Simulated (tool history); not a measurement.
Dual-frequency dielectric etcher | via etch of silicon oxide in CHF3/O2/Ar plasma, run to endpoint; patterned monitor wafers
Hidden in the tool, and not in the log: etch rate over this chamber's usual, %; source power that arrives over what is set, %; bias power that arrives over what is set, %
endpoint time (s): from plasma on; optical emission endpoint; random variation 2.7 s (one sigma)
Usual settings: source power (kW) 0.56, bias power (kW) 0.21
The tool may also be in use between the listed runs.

run	day	source power (kW)	bias power (kW)	wafers since the last listed run	hours since the last wet clean	hours since the last source power generator calibration	hours since the last bias power generator calibration	hours since the last upper electrode change	incoming incoming film thickness, nm	endpoint time (s)
1	0	0.56	0.21	0	413.7	1807.9	4042.6	5747.7	812.3	391.2
2	1.329	0.56	0.21	168	445.6	1839.8	4074.5	5779.6	810.9	390.8
3	1.638	0.56	0.21	39	453	1847.2	4081.9	5787	812.1	387
4	2.129	0.49	0.21	62	464.8	1859	4093.7	5798.8	814.4	422.4
5	2.762	0.49	0.21	80	480	1874.2	4108.9	5814	810.5	418.1
6	3.154	0.49	0.21	49	489.4	1883.6	4118.3	5823.4	807.6	411.1
# day 4.729: upper electrode replaced
# day 5.142: wet clean of the chamber
# day 5.267: source power generator calibrated
7	5.288	0.56	0.243	75	3.5	0.5	4169.5	13.4	807.7	351.6
8	5.304	0.6	0.21	2	3.9	0.9	4169.9	13.8	807.2	356.5
9	5.321	0.56	0.21	2	4.3	1.3	4170.3	14.2	805.3	374.5
# day 5.633: bias power generator calibrated
10	5.654	0.56	0.21	21	12.3	9.3	0.5	22.2	811.4	373.2
11	6.179	0.46	0.239	66	24.9	21.9	13.1	34.8	810.8	394.9
12	6.708	0.46	0.239	67	37.6	34.6	25.8	47.5	802.3	393.2
# day 7.929: wet clean of the chamber, repeated, since the last time left the tool worse
13	7.95	0.56	0.21	30	0.5	64.4	55.6	77.3	809.6	400.8
14	7.967	0.65	0.185	2	0.9	64.8	56	77.7	804.6	385.2
15	7.983	0.46	0.176	2	1.3	65.2	56.4	78.1	814.4	485
16	8.221	0.69	0.248	30	7	70.9	62.1	83.8	806.3	330.1
17	8.871	0.64	0.174	82	22.6	86.5	77.7	99.4	810.1	402
18	9.321	0.67	0.234	56	33.4	97.3	88.5	110.2	801	341.9
19	9.771	0.45	0.169	56	44.2	108.1	99.3	121	809	504.4
20	10.233	0.56	0.168	58	55.3	119.2	110.4	132.1	812.2	434.9
21	10.588	0.62	0.172	44	63.8	127.7	118.9	140.6	813.4	415.6
22	11.075	0.56	0.243	61	75.5	139.4	130.6	152.3	812	374.9
23	11.562	0.44	0.248	61	87.2	151.1	142.3	164	807.9	426.1
24	11.975	0.63	0.186	52	97.1	161	152.2	173.9	810.3	390.8
25	12.508	0.61	0.166	67	109.9	173.8	165	186.7	802.6	416.1
26	13.254	0.56	0.21	94	127.8	191.7	182.9	204.6	804.4	390.6
27	13.838	0.56	0.21	73	141.8	205.7	196.9	218.6	809.7	396.8
28	14.362	0.56	0.21	66	154.4	218.3	209.5	231.2	814.4	399.6
29	14.808	0.69	0.161	56	165.1	229	220.2	241.9	813.8	400.8
30	15.221	0.5	0.225	52	175	238.9	230.1	251.8	808.6	412.3
31	15.825	0.5	0.167	76	189.5	253.4	244.6	266.3	803.4	461.1
32	16.204	0.66	0.239	48	198.6	262.5	253.7	275.4	808.2	343.4
33	16.846	0.56	0.21	81	214	277.9	269.1	290.8	803.5	389.1
34	17.125	0.68	0.25	35	220.7	284.6	275.8	297.5	809.6	327.1
35	17.821	0.56	0.21	88	237.4	301.3	292.5	314.2	805.6	392.8
36	18.121	0.69	0.25	37	244.6	308.5	299.7	321.4	809.1	323.6

3 ways to go on from here, each from the tool as it stands after run 36. What would each give?
A	18.142	0.56	0.242	2	245.1	309	300.2	321.9	816.7	?
B	18.142	0.63	0.187	2	245.1	309	300.2	321.9	816.7	?
C	18.142	0.52	0.182	2	245.1	309	300.2	321.9	816.7	?

run	endpoint time (s)
A	368.6
B	385.9
C	434.7
Without the tool's hidden state the same runs would have given:
run	endpoint time (s)
A	374.2
B	391.7
C	441.3
